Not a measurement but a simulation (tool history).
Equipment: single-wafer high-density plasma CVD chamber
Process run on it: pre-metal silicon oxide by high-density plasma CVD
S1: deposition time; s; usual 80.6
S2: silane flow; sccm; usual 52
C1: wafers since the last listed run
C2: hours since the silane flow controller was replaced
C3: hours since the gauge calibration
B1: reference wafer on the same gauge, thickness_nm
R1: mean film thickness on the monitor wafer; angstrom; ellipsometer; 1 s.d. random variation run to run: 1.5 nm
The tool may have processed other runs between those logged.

run   hour    S1  S2   C1      C2     C3       B1       R1
  1    0.0  80.6  52    0  1767.1  139.5  347.295  4017.74
  2    7.3  80.6  52   77  1774.4  146.8  347.017  3960.68
  3   25.1  80.6  52  188  1792.2  164.6  346.879  3977.90
  4   31.2  80.6  52   64  1798.3  170.7  347.109  3996.73
  5   42.2  89.6  52  116  1809.3  181.7  347.237  4465.36
  6   58.5  80.6  57  172  1825.6  198.0  346.662  4295.73
  7   66.5  80.6  58   84  1833.6  206.0  346.601  4342.07
  8   74.0  80.6  58   79  1841.1  213.5  347.118  4325.16
  9   82.6  80.6  52   91  1849.7  222.1  347.333  4006.87
 10  100.3  80.6  52  187  1867.4  239.8  346.903  3984.78
 11  107.7  80.6  52   78  1874.8  247.2  347.396  3994.56
 12  118.3  80.6  60  112  1885.4  257.8  346.919  4416.32
 13  126.2  80.6  60   83  1893.3  265.7  347.022  4426.26
 14  137.4  80.6  60  118  1904.5  276.9  347.298  4410.81
 15  153.5  89.8  52  170  1920.6  293.0  347.006  4460.95
     164.4  -- silane flow controller replaced
 16  164.9  89.8  52   36     0.5  304.4  347.187  4437.83
 17  169.6  89.8  52   49     5.2  309.1  347.381  4469.89
 18  183.6  92.5  52  148    19.2  323.1  347.052  4554.38
 19  197.3  92.5  52  145    32.9  336.8  347.035  4591.39
 20  209.8  80.6  49  132    45.4  349.3  346.968  3809.31
 21  218.9  80.6  49   96    54.5  358.4  347.292  3832.33
 22  230.9  80.6  49  127    66.5  370.4  347.414  3798.10
 23  244.7  80.6  56  146    80.3  384.2  346.513  4199.50
 24  256.4  89.8  62  123    92.0  395.9  346.986  5062.40
 25  267.0  80.6  52  112   102.6  406.5  346.791  3986.93
 26  280.0  80.6  52  137   115.6  419.5  346.723  3999.61
 27  297.3  65.4  52  183   132.9  436.8  346.732  3236.32
 28  305.9  89.6  44   91   141.5  445.4  346.940  3947.83
 29  313.6  74.1  52   81   149.2  453.1  346.632  3697.59
 30  322.2  80.6  52   91   157.8  461.7  347.322  4010.25
 31  347.3  80.6  52  265   182.9  486.8  347.353  3989.88
 32  358.5  74.4  45  118   194.1  498.0  347.037  3325.31
 33  364.6  80.6  52   64   200.2  504.1  346.798  3983.22
 34  371.9  73.8  48   77   207.5  511.4  346.816  3459.58
     380.6  -- gauge calibrated
 35  384.3  80.6  52  131   219.9    3.7  346.915  3990.70
 36  397.1  86.8  61  135   232.7   16.5  347.041  4823.39
 37  414.2  71.2  58  181   249.8   33.6  346.860  3814.87
 38  421.1  68.3  57   73   256.7   40.5  347.099  3629.27
 39  438.1  80.6  52  180   273.7   57.5  347.077  4013.49
 40  454.7  69.6  42  175   290.3   74.1  347.362  2954.35
 41  472.5  73.7  58  188   308.1   91.9  346.739  3940.19
 42  484.3  80.6  52  124   319.9  103.7  346.846  3991.91
 43  490.5  80.6  52   65   326.1  109.9  346.871  4000.05
 44  496.8  72.0  46   66   332.4  116.2  346.886  3265.37
 45  505.3  80.6  45   90   340.9  124.7  346.866  3597.56
 46  516.2  80.6  52  115   351.8  135.6  347.135  3992.31

State the hidden condition of the tool at each of the runs:
delivered silane flow above the setpoint (%): 0 at every run
gauge reads high (%): 0 at every run
